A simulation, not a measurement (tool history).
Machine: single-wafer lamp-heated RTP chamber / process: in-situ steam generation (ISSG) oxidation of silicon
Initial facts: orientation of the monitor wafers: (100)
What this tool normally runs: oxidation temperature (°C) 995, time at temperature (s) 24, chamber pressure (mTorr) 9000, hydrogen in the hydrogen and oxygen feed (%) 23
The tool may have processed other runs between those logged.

run	day	oxidation temperature (°C)	time at temperature (s)	chamber pressure (mTorr)	hydrogen in the hydrogen and oxygen feed (%)	wafers since the last listed run	wafers since the last pyrometer calibration	hours since the pressure gauge was zeroed	hours since the hydrogen flow controller was replaced	hours since the gauge calibration	read-back reference wafer on the same gauge, thickness	oxide thickness on the monitor wafer (nm)
1	0.000	995	21	8300	23	0	568	949.5	5719.5	276.4	6.811	5.729
2	1.092	995	21	8300	23	244	812	975.7	5745.7	302.6	6.806	5.729
3	1.875	995	21	8300	23	175	987	994.5	5764.5	321.4	6.797	5.722
4	3.392	995	24	9000	18	339	1327	1030.9	5800.9	357.8	6.825	5.696
5	4.071	995	24	9000	18	151	1479	1047.2	5817.2	374.1	6.823	5.727
6	5.346	995	24	9000	18	285	1764	1077.8	5847.8	404.7	6.838	5.780
7	5.921	995	24	9000	23	128	1892	1091.6	5861.6	418.5	6.822	6.046
8	6.596	995	24	9000	23	151	2044	1107.8	5877.8	434.7	6.836	6.036
9	7.817	995	24	9000	23	273	2317	1137.1	5907.1	464.0	6.858	6.069
10	8.779	995	24	9000	23	215	2532	1160.2	5930.2	487.1	6.856	6.131
11	9.325	995	24	9000	23	122	2654	1173.3	5943.3	500.2	6.855	6.081
12	10.412	995	24	9000	23	243	2898	1199.4	5969.4	526.3	6.867	6.121
# day 11.008: pyrometer window cleaned and pyrometer calibrated
13	11.675	995	24	9000	23	207	149	1229.7	5999.7	556.6	6.871	6.127
# day 12.300: gauge calibrated
14	12.308	995	28	9000	26	141	291	1244.9	6014.9	0.2	6.708	6.608
15	13.429	976	24	8500	28	250	542	1271.8	6041.8	27.1	6.717	5.820
16	14.704	995	24	9000	23	285	827	1302.4	6072.4	57.7	6.718	5.980
# day 15.458: hydrogen flow controller replaced
17	15.479	995	24	8300	14	98	926	1321.0	0.5	76.3	6.734	5.365
18	16.183	995	24	10200	23	157	1083	1337.9	17.4	93.2	6.720	5.860
19	16.900	995	27	9700	17	160	1244	1355.1	34.6	110.4	6.736	5.947
20	18.100	980	15	9000	31	268	1512	1383.9	63.4	139.2	6.746	4.980
21	19.450	995	24	8300	14	302	1814	1416.3	95.8	171.6	6.753	5.435
22	20.317	988	24	9000	14	193	2008	1437.1	116.6	192.4	6.756	5.214
23	21.804	995	24	7800	29	332	2341	1472.8	152.3	228.1	6.779	6.396
# day 22.604: pressure gauge zeroed
# day 23.383: pyrometer window cleaned and pyrometer calibrated
24	25.579	984	33	9400	23	695	491	71.4	242.9	318.7	6.795	6.681
25	26.617	1004	33	7600	13	232	723	96.3	267.8	343.6	6.792	6.624
26	27.154	995	18	9000	18	120	843	109.2	280.7	356.5	6.791	4.977
27	27.808	995	24	9000	23	146	990	124.9	296.4	372.2	6.795	6.068
28	28.579	1012	24	9000	23	172	1162	143.4	314.9	390.7	6.810	6.527

How would selected steps in oxide thickness on the monitor wafer (nm) from run to run divide? Give the signed amount a tool lacking its hidden state would still show from settings, what came in and random variation, and the signed amount left for the hidden state, including any gauge scatter that is not in both of the compared results.
Unlogged tool condition in this case: true wafer temperature minus pyrometer reading, K; true pressure minus gauge reading, Torr; deviation of the hydrogen flow from its setpoint, %; gauge reads high (%).
Run 13 -> 14: time at temperature (s) 24 -> 28, hydrogen in the hydrogen and oxygen feed (%) 23 -> 26, gauge calibrated. oxide thickness on the monitor wafer (nm) +0.481: hidden state -0.153, all else +0.634.
Run 22 -> 23: oxidation temperature (°C) 988 -> 995, chamber pressure (mTorr) 9000 -> 7800, hydrogen in the hydrogen and oxygen feed (%) 14 -> 29. oxide thickness on the monitor wafer (nm) +1.182: hidden state +0.016, all else +1.166.
Run 23 -> 24: oxidation temperature (°C) 995 -> 984, time at temperature (s) 24 -> 33, chamber pressure (mTorr) 7800 -> 9400, hydrogen in the hydrogen and oxygen feed (%) 29 -> 23, pressure gauge zeroed, pyrometer window cleaned and pyrometer calibrated. oxide thickness on the monitor wafer (nm) +0.285: hidden state +0.027, all else +0.258.
Run 25 -> 26: oxidation temperature (°C) 1004 -> 995, time at temperature (s) 33 -> 18, chamber pressure (mTorr) 7600 -> 9000, hydrogen in the hydrogen and oxygen feed (%) 13 -> 18. oxide thickness on the monitor wafer (nm) -1.647: hidden state -0.018, all else -1.629.
